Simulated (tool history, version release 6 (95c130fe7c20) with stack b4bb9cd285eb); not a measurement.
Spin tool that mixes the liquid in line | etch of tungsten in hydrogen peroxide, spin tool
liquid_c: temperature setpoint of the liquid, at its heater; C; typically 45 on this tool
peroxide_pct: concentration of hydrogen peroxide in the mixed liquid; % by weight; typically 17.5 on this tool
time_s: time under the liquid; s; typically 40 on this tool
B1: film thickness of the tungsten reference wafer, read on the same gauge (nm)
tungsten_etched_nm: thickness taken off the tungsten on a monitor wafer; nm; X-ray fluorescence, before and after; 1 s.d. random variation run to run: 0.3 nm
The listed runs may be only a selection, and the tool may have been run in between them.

run 1 hour=0 | liquid_c=40 peroxide_pct=17.5 time_s=40 | B1=89.97 | tungsten_etched_nm=28.62
run 2 hour=61.2 | liquid_c=45 peroxide_pct=17.5 time_s=40 | B1=90.01 | tungsten_etched_nm=39.26
run 3 hour=121.2 | liquid_c=48.5 peroxide_pct=16 time_s=40 | B1=90 | tungsten_etched_nm=46.96
run 4 hour=151.2 | liquid_c=45 peroxide_pct=17.5 time_s=40 | B1=89.98 | tungsten_etched_nm=39.56
run 5 hour=201.2 | liquid_c=45 peroxide_pct=22 time_s=40 | B1=90.01 | tungsten_etched_nm=43.8
run 6 hour=228.6 | liquid_c=49 peroxide_pct=19 time_s=65 | B1=89.98 | tungsten_etched_nm=84.8
run 7 hour=262.5 | liquid_c=45 peroxide_pct=15 time_s=50 | B1=90 | tungsten_etched_nm=45.37
-- hour=317.1 thermometer replaced
run 8 hour=319.1 | liquid_c=38.5 peroxide_pct=20 time_s=50 | B1=89.99 | tungsten_etched_nm=34.04
-- hour=339.8 heated supply line repaired
run 9 hour=353.6 | liquid_c=38.5 peroxide_pct=20.5 time_s=50 | B1=90.02 | tungsten_etched_nm=34.04
run 10 hour=382.9 | liquid_c=35 peroxide_pct=17.5 time_s=40 | B1=89.97 | tungsten_etched_nm=20.2
-- hour=413.5 new drum of peroxide connected
run 11 hour=420.5 | liquid_c=45 peroxide_pct=15 time_s=40 | B1=89.97 | tungsten_etched_nm=36.08
run 12 hour=469.1 | liquid_c=54.5 peroxide_pct=21.5 time_s=20 | B1=90.01 | tungsten_etched_nm=37.76
run 13 hour=510 | liquid_c=50.5 peroxide_pct=19.5 time_s=25 | B1=90.01 | tungsten_etched_nm=35.68
run 14 hour=553.5 | liquid_c=49 peroxide_pct=13 time_s=40 | B1=90 | tungsten_etched_nm=42.22
run 15 hour=581.8 | liquid_c=45 peroxide_pct=17.5 time_s=40 | B1=90.05 | tungsten_etched_nm=38.15
run 16 hour=610.5 | liquid_c=45 peroxide_pct=17.5 time_s=40 | B1=90.01 | tungsten_etched_nm=38.24
run 17 hour=670.7 | liquid_c=40.5 peroxide_pct=17.5 time_s=55 | B1=90 | tungsten_etched_nm=38.39
run 18 hour=711.8 | liquid_c=45 peroxide_pct=22 time_s=55 | B1=90 | tungsten_etched_nm=58.31
-- hour=738.9 peroxide flow meter replaced
run 19 hour=746.4 | liquid_c=53 peroxide_pct=14.5 time_s=55 | B1=89.99 | tungsten_etched_nm=83.32
run 20 hour=789.6 | liquid_c=42.5 peroxide_pct=12.5 time_s=55 | B1=90 | tungsten_etched_nm=40.11
run 21 hour=814.1 | liquid_c=42.5 peroxide_pct=14.5 time_s=40 | B1=90 | tungsten_etched_nm=31.81
run 22 hour=881 | liquid_c=45 peroxide_pct=17.5 time_s=40 | B1=90.02 | tungsten_etched_nm=40.39
-- hour=939.2 gauge calibrated
run 23 hour=939.5 | liquid_c=36 peroxide_pct=17.5 time_s=40 | B1=89.98 | tungsten_etched_nm=22.64
-- hour=966 new drum of peroxide connected
run 24 hour=1000.6 | liquid_c=45 peroxide_pct=17.5 time_s=40 | B1=90.03 | tungsten_etched_nm=40.48
run 25 hour=1063.8 | liquid_c=45 peroxide_pct=17.5 time_s=40 | B1=90.01 | tungsten_etched_nm=39.87

What if the next run were any one of these 5? Each begins from the tool's condition after run 25:
run A hour=1064.2 | liquid_c=45 peroxide_pct=17.5 time_s=40 | B1=? | tungsten_etched_nm=?
run B hour=1064.2 | liquid_c=45 peroxide_pct=20 time_s=15 | B1=? | tungsten_etched_nm=?
run C hour=1064.2 | liquid_c=42 peroxide_pct=17.5 time_s=25 | B1=? | tungsten_etched_nm=?
run D hour=1064.2 | liquid_c=37 peroxide_pct=15 time_s=40 | B1=? | tungsten_etched_nm=?
run E hour=1064.2 | liquid_c=52.5 peroxide_pct=17.5 time_s=40 | B1=? | tungsten_etched_nm=?

run=A B1=89.99 tungsten_etched_nm=40.11
run=B B1=89.99 tungsten_etched_nm=16.08
run=C B1=89.99 tungsten_etched_nm=20.71
run=D B1=89.99 tungsten_etched_nm=22.13
run=E B1=89.99 tungsten_etched_nm=63.67
Without the tool's hidden state the same runs would have given:
run=A tungsten_etched_nm=40.97
run=B tungsten_etched_nm=16.43
run=C tungsten_etched_nm=21.16
run=D tungsten_etched_nm=22.61
run=E tungsten_etched_nm=65.04
